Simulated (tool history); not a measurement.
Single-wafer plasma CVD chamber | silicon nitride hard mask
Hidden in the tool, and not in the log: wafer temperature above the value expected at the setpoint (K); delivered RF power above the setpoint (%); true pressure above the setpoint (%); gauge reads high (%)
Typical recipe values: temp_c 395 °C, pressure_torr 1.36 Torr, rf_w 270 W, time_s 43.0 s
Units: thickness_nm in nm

| run | day | temp_c | pressure_torr | rf_w | time_s | wafers since the last listed run | hours since the last thermocouple change | hours since the last RF generator calibration | hours since the last manometer calibration | hours since the showerhead was replaced | hours since the gauge calibration | read-back reference wafer on the same gauge, thickness_nm | thickness_nm |
|---|---|---|---|---|---|---|---|---|---|---|---|---|---|
| 1 | 0.000 | 395 | 1.36 | 235 | 43.0 | 0 | 2620.4 | 2439.2 | 2396.2 | 2346.1 | 437.2 | 47.905 | 34.350 |
| 2 | 1.388 | 395 | 1.36 | 235 | 43.0 | 588 | 2653.7 | 2472.5 | 2429.5 | 2379.4 | 470.5 | 47.951 | 34.232 |
| 3 | 2.521 | 395 | 1.36 | 235 | 43.0 | 480 | 2680.9 | 2499.7 | 2456.7 | 2406.6 | 497.7 | 47.960 | 34.471 |
| 4 | 3.971 | 395 | 1.36 | 270 | 43.0 | 614 | 2715.7 | 2534.5 | 2491.5 | 2441.4 | 532.5 | 47.906 | 39.645 |
| 5 | 5.108 | 395 | 1.36 | 270 | 43.0 | 482 | 2743.0 | 2561.8 | 2518.8 | 2468.7 | 559.8 | 47.902 | 39.290 |
| 6 | 5.925 | 395 | 1.36 | 270 | 43.0 | 346 | 2762.6 | 2581.4 | 2538.4 | 2488.3 | 579.4 | 47.874 | 39.081 |
| 7 | 7.167 | 395 | 1.36 | 270 | 43.0 | 526 | 2792.4 | 2611.2 | 2568.2 | 2518.1 | 609.2 | 47.839 | 39.178 |
|  | 7.975 | thermocouple changed; heater temperature recalibrated |
| 8 | 8.229 | 395 | 1.16 | 270 | 49.6 | 309 | 6.1 | 2636.7 | 2593.7 | 2543.6 | 634.7 | 47.914 | 43.122 |
|  | 8.633 | gauge calibrated |
| 9 | 9.183 | 405 | 1.36 | 270 | 43.0 | 404 | 29.0 | 2659.6 | 2616.6 | 2566.5 | 13.2 | 47.900 | 39.100 |
| 10 | 10.038 | 405 | 1.36 | 270 | 43.0 | 362 | 49.5 | 2680.1 | 2637.1 | 2587.0 | 33.7 | 47.891 | 38.557 |
|  | 11.342 | RF generator calibrated |
| 11 | 11.521 | 395 | 1.36 | 305 | 49.2 | 487 | 85.1 | 4.3 | 2672.7 | 2622.6 | 69.3 | 47.896 | 54.619 |
| 12 | 12.700 | 395 | 1.36 | 305 | 49.2 | 500 | 113.4 | 32.6 | 2701.0 | 2650.9 | 97.6 | 47.880 | 54.544 |
| 13 | 14.050 | 387 | 1.68 | 305 | 46.3 | 572 | 145.8 | 65.0 | 2733.4 | 2683.3 | 130.0 | 47.898 | 54.104 |
|  | 14.962 | capacitance manometer re-zeroed and calibrated |
| 14 | 15.012 | 395 | 1.45 | 285 | 43.0 | 266 | 168.9 | 88.1 | 1.2 | 2706.4 | 153.1 | 47.774 | 45.281 |
| 15 | 16.004 | 380 | 1.07 | 310 | 47.4 | 420 | 192.7 | 111.9 | 25.0 | 2730.2 | 176.9 | 47.896 | 50.457 |
| 16 | 17.271 | 409 | 1.52 | 245 | 49.8 | 537 | 223.1 | 142.3 | 55.4 | 2760.6 | 207.3 | 47.780 | 45.656 |
| 17 | 17.908 | 395 | 1.36 | 270 | 49.9 | 270 | 238.4 | 157.6 | 70.7 | 2775.9 | 222.6 | 47.928 | 49.403 |
| 18 | 18.796 | 395 | 1.36 | 270 | 43.0 | 376 | 259.7 | 178.9 | 92.0 | 2797.2 | 243.9 | 47.899 | 42.754 |
| 19 | 19.762 | 391 | 1.36 | 270 | 45.4 | 409 | 282.9 | 202.1 | 115.2 | 2820.4 | 267.1 | 47.908 | 45.121 |
|  | 20.146 | showerhead replaced |
| 20 | 20.921 | 401 | 1.36 | 270 | 43.0 | 349 | 310.7 | 229.9 | 143.0 | 18.6 | 294.9 | 47.874 | 42.483 |
| 21 | 21.671 | 395 | 1.09 | 230 | 43.0 | 318 | 328.7 | 247.9 | 161.0 | 36.6 | 312.9 | 47.868 | 34.172 |
| 22 | 22.904 | 395 | 1.36 | 225 | 43.0 | 523 | 358.3 | 277.5 | 190.6 | 66.2 | 342.5 | 47.957 | 34.983 |
| 23 | 23.825 | 409 | 1.52 | 245 | 49.8 | 390 | 380.4 | 299.6 | 212.7 | 88.3 | 364.6 | 47.888 | 45.782 |
| 24 | 24.354 | 386 | 1.36 | 315 | 37.5 | 224 | 393.1 | 312.3 | 225.4 | 101.0 | 377.3 | 47.971 | 42.728 |
| 25 | 25.558 | 389 | 1.69 | 285 | 46.9 | 510 | 422.0 | 341.2 | 254.3 | 129.9 | 406.2 | 47.943 | 51.659 |

What if the next run were any one of these 3? Each begins from the tool's condition after run 25:
| A | 25.575 | 395 | 1.36 | 270 | 43.0 | 7 | 422.4 | 341.6 | 254.7 | 130.3 | 406.6 | ? | ? |
| B | 25.575 | 395 | 1.54 | 240 | 43.0 | 7 | 422.4 | 341.6 | 254.7 | 130.3 | 406.6 | ? | ? |
| C | 25.575 | 395 | 1.26 | 270 | 51.1 | 7 | 422.4 | 341.6 | 254.7 | 130.3 | 406.6 | ? | ? |

| run | read-back reference wafer on the same gauge, thickness_nm | thickness_nm |
|---|---|---|
| A | 47.884 | 42.605 |
| B | 47.884 | 39.100 |
| C | 47.884 | 49.613 |
Without the tool's unlogged condition, the same runs would have read:
| run | thickness_nm |
|---|---|
| A | 42.913 |
| B | 39.397 |
| C | 49.971 |

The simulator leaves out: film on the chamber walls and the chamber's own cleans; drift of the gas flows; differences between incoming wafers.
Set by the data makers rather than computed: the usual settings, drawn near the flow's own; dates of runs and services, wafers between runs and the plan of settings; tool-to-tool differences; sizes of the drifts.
